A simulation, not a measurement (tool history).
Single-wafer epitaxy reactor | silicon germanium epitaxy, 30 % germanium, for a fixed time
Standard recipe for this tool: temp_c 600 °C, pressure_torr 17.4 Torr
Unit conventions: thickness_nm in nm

run	hour	temp_c	pressure_torr	wafers since the last listed run	hours since the last pyrometer calibration	hours since the last manometer calibration	hours since the showerhead was replaced	hours since the gauge calibration	read-back reference wafer on the same gauge, thickness_nm	thickness_nm
1	0.0	600	17.4	0	1813.5	2365.5	7268.5	263.8	48.136	56.623
2	9.7	600	17.4	101	1823.2	2375.2	7278.2	273.5	48.113	56.315
3	25.8	600	17.4	168	1839.3	2391.3	7294.3	289.6	48.041	56.527
4	32.0	600	17.4	64	1845.5	2397.5	7300.5	295.8	48.164	56.514
5	49.0	600	17.4	177	1862.5	2414.5	7317.5	312.8	48.117	56.754
6	81.8	600	17.4	343	1895.3	2447.3	7350.3	345.6	48.099	56.440
7	95.9	606	17.4	147	1909.4	2461.4	7364.4	359.7	47.988	63.735
# hour 111.6: gauge calibrated
# hour 116.5: showerhead replaced
8	117.0	606	17.4	137	1930.5	2482.5	0.5	5.4	48.020	63.799
9	128.1	606	17.4	116	1941.6	2493.6	11.6	16.5	48.077	64.219
# hour 141.6: pyrometer calibrated
10	142.1	600	17.4	62	0.5	2507.6	25.6	30.5	48.090	56.409
11	146.8	607	17.4	49	5.2	2512.3	30.3	35.2	48.104	65.225
# hour 162.3: capacitance manometer re-zeroed and calibrated
12	162.8	607	17.4	83	21.2	0.5	46.3	51.2	48.066	64.899
13	169.9	607	17.4	74	28.3	7.6	53.4	58.3	48.077	65.125
14	179.6	609	21.2	101	38.0	17.3	63.1	68.0	48.070	73.918
15	192.4	600	21.0	133	50.8	30.1	75.9	80.8	48.117	61.286
16	209.6	614	17.4	179	68.0	47.3	93.1	98.0	48.076	74.723
17	221.5	600	17.4	124	79.9	59.2	105.0	109.9	48.000	56.706
18	236.9	607	13.6	161	95.3	74.6	120.4	125.3	48.158	57.763
19	244.4	600	14.7	78	102.8	82.1	127.9	132.8	48.108	52.261
20	251.1	600	17.4	70	109.5	88.8	134.6	139.5	48.141	56.502
21	268.3	600	17.4	179	126.7	106.0	151.8	156.7	48.099	56.407
22	278.1	615	13.2	102	136.5	115.8	161.6	166.5	48.098	67.487
23	285.0	589	20.1	72	143.4	122.7	168.5	173.4	48.098	47.906
24	292.5	600	17.4	78	150.9	130.2	176.0	180.9	48.046	56.226
25	312.9	586	17.4	213	171.3	150.6	196.4	201.3	48.142	42.030
26	330.9	588	19.5	188	189.3	168.6	214.4	219.3	48.150	46.018

Each row is a separate what-if for the run after 26, all from the same tool condition, not one after another. Results?
A	331.3	595	17.4	4	189.7	169.0	214.8	219.7	?	?
B	331.3	605	16.2	4	189.7	169.0	214.8	219.7	?	?
C	331.3	614	20.9	4	189.7	169.0	214.8	219.7	?	?

run	read-back reference wafer on the same gauge, thickness_nm	thickness_nm
A	48.080	50.486
B	48.080	60.199
C	48.080	80.994
Had the tool no hidden state, the same runs would have come out as:
run	thickness_nm
A	50.486
B	60.199
C	80.994
